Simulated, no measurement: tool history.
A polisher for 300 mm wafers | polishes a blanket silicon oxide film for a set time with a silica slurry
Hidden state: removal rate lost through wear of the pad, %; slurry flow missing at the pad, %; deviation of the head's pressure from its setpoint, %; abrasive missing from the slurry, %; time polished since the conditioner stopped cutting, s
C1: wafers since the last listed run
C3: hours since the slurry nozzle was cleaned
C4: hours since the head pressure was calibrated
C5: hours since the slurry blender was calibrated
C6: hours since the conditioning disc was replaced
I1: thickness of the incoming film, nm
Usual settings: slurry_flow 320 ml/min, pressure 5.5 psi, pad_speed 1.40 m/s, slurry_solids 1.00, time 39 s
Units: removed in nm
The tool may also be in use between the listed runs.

Run 1, hour 0.0: usual settings but slurry_flow 250 ml/min; C1 0; wafers polished on this pad 43; C3 323.4; C4 623.0; C5 123.4; C6 182.9; I1 1181.4. Result: removed 191.8 nm.
Run 2, hour 8.3: usual settings; C1 129; wafers polished on this pad 173; C3 331.7; C4 631.3; C5 131.7; C6 191.2; I1 1179.4. Result: removed 190.5 nm.
Run 3, hour 23.4: usual settings; C1 236; wafers polished on this pad 410; C3 346.8; C4 646.4; C5 146.8; C6 206.3; I1 1167.1. Result: removed 188.2 nm.
Run 4, hour 35.4: usual settings; C1 187; wafers polished on this pad 598; C3 358.8; C4 658.4; C5 158.8; C6 218.3; I1 1165.3. Result: removed 178.3 nm.
Run 5, hour 47.2: usual settings; C1 184; wafers polished on this pad 782; C3 370.6; C4 670.2; C5 170.6; C6 230.1; I1 1183.4. Result: removed 179.8 nm.
Run 6, hour 55.2: usual settings but pad_speed 1.16 m/s; C1 125; wafers polished on this pad 907; C3 378.6; C4 678.2; C5 178.6; C6 238.1; I1 1137.5. Result: removed 152.3 nm.
Run 7, hour 65.6: usual settings; C1 162; wafers polished on this pad 1070; C3 389.0; C4 688.6; C5 189.0; C6 248.5; I1 1146.5. Result: removed 176.3 nm.
Run 8, hour 77.8: usual settings; C1 190; wafers polished on this pad 1261; C3 401.2; C4 700.8; C5 201.2; C6 260.7; I1 1159.6. Result: removed 170.5 nm.
At hour 88.1: worn pad replaced by a new one.
Run 9, hour 93.1: usual settings; C1 176; wafers polished on this pad 78; C3 416.5; C4 716.1; C5 216.5; C6 276.0; I1 1170.5. Result: removed 175.6 nm.
At hour 112.0: slurry blender recalibrated.
Run 10, hour 143.9: usual settings but pressure 6.9 psi, pad_speed 1.00 m/s; C1 763; wafers polished on this pad 842; C3 467.3; C4 766.9; C5 31.9; C6 326.8; I1 1153.4. Result: removed 195.3 nm.
Run 11, hour 158.7: usual settings but pressure 4.8 psi, time 33 s; C1 231; wafers polished on this pad 1074; C3 482.1; C4 781.7; C5 46.7; C6 341.6; I1 1171.3. Result: removed 146.5 nm.
At hour 160.7: conditioning disc replaced and pad reconditioned.
At hour 172.5: worn pad replaced by a new one.
Run 12, hour 175.4: usual settings but pressure 7.3 psi, slurry_solids 1.15; C1 167; wafers polished on this pad 46; C3 498.8; C4 798.4; C5 63.4; C6 14.7; I1 1169.8. Result: removed 297.2 nm.
Run 13, hour 191.2: usual settings but pressure 6.1 psi, pad_speed 1.02 m/s, slurry_solids 1.10, time 50 s; C1 247; wafers polished on this pad 293; C3 514.6; C4 814.2; C5 79.2; C6 30.5; I1 1176.9. Result: removed 232.5 nm.
Run 14, hour 202.4: usual settings; C1 175; wafers polished on this pad 468; C3 525.8; C4 825.4; C5 90.4; C6 41.7; I1 1161.3. Result: removed 195.8 nm.
At hour 210.1: head pressure recalibrated.
Run 15, hour 210.6: usual settings but pad_speed 1.54 m/s, slurry_solids 1.20; C1 97; wafers polished on this pad 565; C3 534.0; C4 0.5; C5 98.6; C6 49.9; I1 1143.9. Result: removed 226.7 nm.
At hour 216.8: slurry nozzle cleaned.
Run 16, hour 217.9: usual settings but slurry_flow 385 ml/min, pad_speed 1.16 m/s, slurry_solids 0.90, time 51 s; C1 98; wafers polished on this pad 664; C3 1.1; C4 7.8; C5 105.9; C6 57.2; I1 1183.4. Result: removed 204.4 nm.
Run 17, hour 227.9: usual settings but slurry_flow 250 ml/min, pressure 6.1 psi, pad_speed 1.28 m/s, time 35 s; C1 156; wafers polished on this pad 820; C3 11.1; C4 17.8; C5 115.9; C6 67.2; I1 1146.8. Result: removed 169.2 nm.
Run 18, hour 234.3: usual settings; C1 100; wafers polished on this pad 921; C3 17.5; C4 24.2; C5 122.3; C6 73.6; I1 1136.4. Result: removed 188.0 nm.
Run 19, hour 245.4: usual settings but slurry_solids 1.25, time 46 s; C1 173; wafers polished on this pad 1094; C3 28.6; C4 35.3; C5 133.4; C6 84.7; I1 1161.6. Result: removed 246.3 nm.
At hour 250.0: worn pad replaced by a new one.
Run 20, hour 256.4: usual settings but slurry_flow 365 ml/min, time 28 s; C1 109; wafers polished on this pad 100; C3 39.6; C4 46.3; C5 144.4; C6 95.7; I1 1164.8. Result: removed 138.2 nm.
Run 21, hour 269.4: usual settings but pressure 7.2 psi, time 52 s; C1 203; wafers polished on this pad 303; C3 52.6; C4 59.3; C5 157.4; C6 108.7; I1 1160.7. Result: removed 320.3 nm.
Run 22, hour 278.4: usual settings; C1 140; wafers polished on this pad 444; C3 61.6; C4 68.3; C5 166.4; C6 117.7; I1 1165.7. Result: removed 180.1 nm.
Run 23, hour 289.6: usual settings but slurry_solids 1.15, time 30 s; C1 175; wafers polished on this pad 620; C3 72.8; C4 79.5; C5 177.6; C6 128.9; I1 1149.7. Result: removed 150.1 nm.
Run 24, hour 295.8: usual settings but slurry_flow 365 ml/min, pad_speed 1.20 m/s, slurry_solids 1.15, time 48 s; C1 97; wafers polished on this pad 717; C3 79.0; C4 85.7; C5 183.8; C6 135.1; I1 1155.8. Result: removed 205.9 nm.

Run 25 comes next. What will it give?
Run 25, hour 310.9: usual settings but slurry_flow 415 ml/min, slurry_solids 1.15, time 52 s; C1 236; wafers polished on this pad 953; C3 94.1; C4 100.8; C5 198.9; C6 150.2; I1 1167.9. Result: removed ?.

{"run 25": {"removed": 255.7}}
Without the tool's hidden state the same run would have given removed 316.1 nm.
